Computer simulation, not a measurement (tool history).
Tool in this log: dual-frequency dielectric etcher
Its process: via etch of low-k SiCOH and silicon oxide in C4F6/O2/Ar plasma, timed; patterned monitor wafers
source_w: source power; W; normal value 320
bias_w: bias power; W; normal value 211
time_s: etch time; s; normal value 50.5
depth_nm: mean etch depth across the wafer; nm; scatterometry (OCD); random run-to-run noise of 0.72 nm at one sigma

run	hour	source_w	bias_w	time_s	read-back reference wafer on the same gauge, depth_nm	depth_nm
1	0	320	211	50.5	125.1	123
2	49.4	320	211	50.5	125	122.4
# hour 77.9: gauge calibrated
# hour 79.4: bias power generator calibrated
3	86.8	320	226	43	124.9	107.5
4	111.2	320	226	43	125.1	106.9
5	153.6	320	211	57.5	124.9	137.1
# hour 194.6: source power generator calibrated
6	210.6	320	211	57.5	125	139.6
7	247.3	320	211	57.5	124.8	138
8	316.2	380	190	59	124.7	143.1
9	360.3	370	246	43.5	124.9	114.2
10	400.9	320	170	42	124.7	92.1
11	441.5	280	211	50.5	125.3	112.7
12	484.2	320	211	58.5	125.1	136.2
# hour 512.6: wet clean of the chamber
13	550	320	211	50.5	125	124.1
14	599.7	350	211	50.5	125	126.8
15	632.3	320	192	65.5	125.3	154.4
16	698	320	211	50.5	124.9	123.4
17	758.3	290	211	50.5	124.9	118.4
18	888.9	370	211	50.5	124.9	126.3
19	957.5	300	254	36.5	125	91.5
20	992.1	380	228	63	125.1	165.5
21	1016.1	290	183	37	125.2	81.2
22	1065.3	260	211	50.5	124.8	110.5
# hour 1094.8: wet clean of the chamber
23	1104.4	320	170	63.5	125	144.5
24	1139	320	211	50.5	125	122.6
25	1210.4	320	211	50.5	125.4	122.3
26	1269	370	211	45.5	125.1	116.4
27	1314.1	340	211	36	124.9	88.8
28	1383.2	360	230	38	124.9	97.8
29	1443.3	380	232	50.5	125.2	132.5

Give the tool's hidden conditions for every run:
source power that arrives over what is set, %: 0 in every run
bias power that arrives over what is set, %: 0 in every run
gauge reads high (%): 0 in every run
H1: etch rate over this chamber's usual, %
run	H1
1	-1.1
2	-1.48
3	-1.77
4	-1.96
5	-2.29
6	-2.73
7	-3.01
8	-3.55
9	-3.89
10	-4.2
11	-4.52
12	-4.85
13	-0.107
14	-0.492
15	-0.745
16	-1.25
17	-1.72
18	-2.73
19	-3.26
20	-3.53
21	-3.72
22	-4.1
23	-0.472
24	-0.74
25	-1.29
26	-1.75
27	-2.1
28	-2.63
29	-3.1
